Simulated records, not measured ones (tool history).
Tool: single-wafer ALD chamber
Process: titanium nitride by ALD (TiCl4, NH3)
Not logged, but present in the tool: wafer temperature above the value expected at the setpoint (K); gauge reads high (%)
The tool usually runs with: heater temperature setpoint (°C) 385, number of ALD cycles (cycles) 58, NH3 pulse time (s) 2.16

run,hour,heater temperature setpoint (°C),number of ALD cycles (cycles),NH3 pulse time (s),wafers since the last listed run,hours since the last thermocouple change,hours since the showerhead was replaced,hours since the gauge calibration,"read-back reference wafer on the same gauge, thickness_nm",mean film thickness on the monitor wafer (angstrom)
1,0.0,385,58,2.16,0,1259.3,2723.3,157.5,1.375,12.68
2,10.4,385,58,2.16,48,1269.7,2733.7,167.9,1.376,12.74
3,17.6,385,58,2.16,33,1276.9,2740.9,175.1,1.378,12.71
4,32.7,385,58,2.16,71,1292.0,2756.0,190.2,1.378,12.73
5,46.6,396,58,2.16,65,1305.9,2769.9,204.1,1.380,12.88
6,64.0,385,58,2.16,81,1323.3,2787.3,221.5,1.382,12.76
7,70.9,385,58,2.16,32,1330.2,2794.2,228.4,1.382,12.80
# hour 79.5: thermocouple changed; heater temperature recalibrated
8,80.7,385,66,2.16,8,1.2,2804.0,238.2,1.384,14.53
# hour 88.7: gauge calibrated
9,91.8,385,66,2.16,52,12.3,2815.1,3.1,1.370,14.41
# hour 100.3: showerhead replaced
10,125.3,385,66,2.16,120,45.8,25.0,36.6,1.370,14.43
11,132.8,385,58,2.16,35,53.3,32.5,44.1,1.370,12.66
12,146.6,393,67,2.72,64,67.1,46.3,57.9,1.371,14.91
13,155.3,385,58,2.16,40,75.8,55.0,66.6,1.371,12.68
14,162.0,393,67,2.72,31,82.5,61.7,73.3,1.371,14.96
15,173.5,396,58,1.50,54,94.0,73.2,84.8,1.372,12.46
16,210.5,385,48,2.16,174,131.0,110.2,121.8,1.373,10.51
17,219.7,385,58,1.78,43,140.2,119.4,131.0,1.374,12.53
18,226.8,396,58,2.91,33,147.3,126.5,138.1,1.375,13.05

Forecast run 19:
19,244.2,392,50,2.78,81,164.7,143.9,155.5,?,?

Run 19 produced read-back reference wafer on the same gauge, thickness_nm 1.376, mean film thickness on the monitor wafer (angstrom) 11.19.
The same run, on a tool lacking any hidden state, would have yielded mean film thickness on the monitor wafer (angstrom) 11.14.

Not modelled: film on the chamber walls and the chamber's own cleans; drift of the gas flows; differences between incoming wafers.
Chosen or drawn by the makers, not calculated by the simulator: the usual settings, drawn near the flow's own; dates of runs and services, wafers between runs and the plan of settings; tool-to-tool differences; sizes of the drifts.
